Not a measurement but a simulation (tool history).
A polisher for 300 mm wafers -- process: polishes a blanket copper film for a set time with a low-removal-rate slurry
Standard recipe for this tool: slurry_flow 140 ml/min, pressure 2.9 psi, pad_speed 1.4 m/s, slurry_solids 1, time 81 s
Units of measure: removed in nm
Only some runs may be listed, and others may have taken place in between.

run,hour,slurry_flow,pressure,pad_speed,slurry_solids,time,"incoming thickness of the incoming film, nm",removed
1,0,140,2.9,1.4,1,81,1249.6,280.8
2,15.9,140,2.9,1.4,1,81,1234.4,275
# hour 40.2: slurry blender recalibrated
3,44.6,140,2.9,1.4,1,81,1281.6,268.2
# hour 54.6: worn pad replaced by a new one
4,64.5,140,2.9,1.4,1.2,81,1243.4,265.3
5,87,140,2.9,1.4,1.2,81,1266.2,260.2
6,99.4,140,2.9,1.4,1,81,1249.6,250.9
# hour 107.1: worn pad replaced by a new one, repeated, since the last time left the tool worse
# hour 122.4: slurry nozzle cleaned
7,124.4,140,2.9,1.4,1,81,1242,285.7
8,140.5,90,3.4,1.4,0.7,81,1267.4,278.7
# hour 162.9: slurry blender recalibrated
9,172.6,140,1.9,1.4,1.25,81,1254.3,221.7
10,189.7,140,2.9,1.4,1,81,1268.8,281.7
# hour 216.9: head pressure recalibrated
11,223.5,140,2.9,1.4,1.2,81,1268,289.3
# hour 237.6: worn pad replaced by a new one
12,256.9,140,2.9,1.02,1,81,1254.3,211.3
13,270.4,90,2.9,1.4,1.3,58,1270.3,210.4
# hour 280.5: slurry blender recalibrated
14,283.1,140,2.9,1.6,0.85,81,1273.7,319.8

For some of the steps in removed from one run to the next: how much would appear even if the tool had no hidden state, given the settings, what came in and random variation, and how much remains for the hidden state plus any gauge scatter that the measured result and the result without hidden state don't share?
Hidden state at play: removal rate lost through wear of the pad, %; slurry flow missing at the pad, %; deviation of the head's pressure from its setpoint, %; abrasive missing from the slurry, %.
Run 6 -> 7: worn pad replaced by a new one, repeated, since the last time left the tool worse, slurry nozzle cleaned. removed +34.8 nm: hidden state +36.8, all else -2.
Run 13 -> 14: slurry_flow 90 -> 140, pad_speed 1.4 -> 1.6, slurry_solids 1.3 -> 0.85, time 58 -> 81, slurry blender recalibrated. removed +109.4 nm: hidden state -1.7, all else +111.1.
